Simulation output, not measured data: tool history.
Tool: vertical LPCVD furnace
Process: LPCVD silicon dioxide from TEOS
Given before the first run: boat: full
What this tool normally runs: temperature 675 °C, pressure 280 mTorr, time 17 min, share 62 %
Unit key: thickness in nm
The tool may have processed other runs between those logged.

| run | hour | temperature | pressure | time | share | wafers since the last listed run | hours since the last temperature calibration | hours since the pressure gauge was zeroed | hours since the TEOS flow controller was replaced | hours since the gauge calibration | read-back reference wafer on the same gauge, thickness | thickness |
|---|---|---|---|---|---|---|---|---|---|---|---|---|
| 1 | 0 | 672 | 280 | 20.5 | 62 | 0 | 1736.1 | 2901.9 | 7346.8 | 130.2 | 55.78 | 60.64 |
| 2 | 31.7 | 672 | 280 | 20.5 | 62 | 532 | 1767.8 | 2933.6 | 7378.5 | 161.9 | 55.79 | 60.71 |
| 3 | 45.1 | 672 | 280 | 20.5 | 62 | 225 | 1781.2 | 2947 | 7391.9 | 175.3 | 55.77 | 60.83 |
| 4 | 64.9 | 675 | 280 | 17 | 62 | 332 | 1801 | 2966.8 | 7411.7 | 195.1 | 55.82 | 54.3 |
| 5 | 88.6 | 675 | 280 | 17 | 62 | 398 | 1824.7 | 2990.5 | 7435.4 | 218.8 | 55.83 | 54.41 |
| 6 | 120.8 | 675 | 280 | 17 | 62 | 541 | 1856.9 | 3022.7 | 7467.6 | 251 | 55.8 | 54.37 |
|  | 167.7 | thermocouples replaced and temperature profile calibrated |
|  | 185 | TEOS flow controller replaced |
| 7 | 185.5 | 669 | 280 | 17 | 62 | 392 | 17.8 | 3087.4 | 0.5 | 315.7 | 55.81 | 44.84 |
| 8 | 192.3 | 675 | 280 | 17 | 62 | 114 | 24.6 | 3094.2 | 7.3 | 322.5 | 55.79 | 51.93 |
| 9 | 217.7 | 675 | 280 | 17 | 58 | 426 | 50 | 3119.6 | 32.7 | 347.9 | 55.78 | 50.36 |
|  | 224.4 | gauge calibrated |
|  | 252.8 | pressure gauge zeroed |
| 10 | 253.3 | 675 | 335 | 17 | 52 | 194 | 85.6 | 0.5 | 68.3 | 28.9 | 55.8 | 52.14 |
| 11 | 269.1 | 675 | 280 | 17 | 50 | 265 | 101.4 | 16.3 | 84.1 | 44.7 | 55.79 | 46.79 |
| 12 | 283.6 | 675 | 250 | 12 | 62 | 243 | 115.9 | 30.8 | 98.6 | 59.2 | 55.81 | 34.7 |
| 13 | 316 | 667 | 330 | 17 | 70 | 544 | 148.3 | 63.2 | 131 | 91.6 | 55.78 | 49.32 |
| 14 | 339 | 675 | 230 | 17 | 68 | 386 | 171.3 | 86.2 | 154 | 114.6 | 55.81 | 49.27 |

What if the next run were any one of these 4? Each begins from the tool's condition after run 14:
| A | 343.8 | 675 | 280 | 17 | 57 | 80 | 176.1 | 91 | 158.8 | 119.4 | ? | ? |
| B | 343.8 | 669 | 280 | 23.5 | 62 | 80 | 176.1 | 91 | 158.8 | 119.4 | ? | ? |
| C | 343.8 | 675 | 335 | 14 | 62 | 80 | 176.1 | 91 | 158.8 | 119.4 | ? | ? |
| D | 343.8 | 675 | 280 | 23 | 55 | 80 | 176.1 | 91 | 158.8 | 119.4 | ? | ? |

| run | read-back reference wafer on the same gauge, thickness | thickness |
|---|---|---|
| A | 55.78 | 49.88 |
| B | 55.78 | 62.02 |
| C | 55.78 | 46.86 |
| D | 55.78 | 66.29 |
Without the tool's hidden state the same runs would have given:
| run | thickness |
|---|---|
| A | 49.72 |
| B | 61.82 |
| C | 46.71 |
| D | 66.08 |
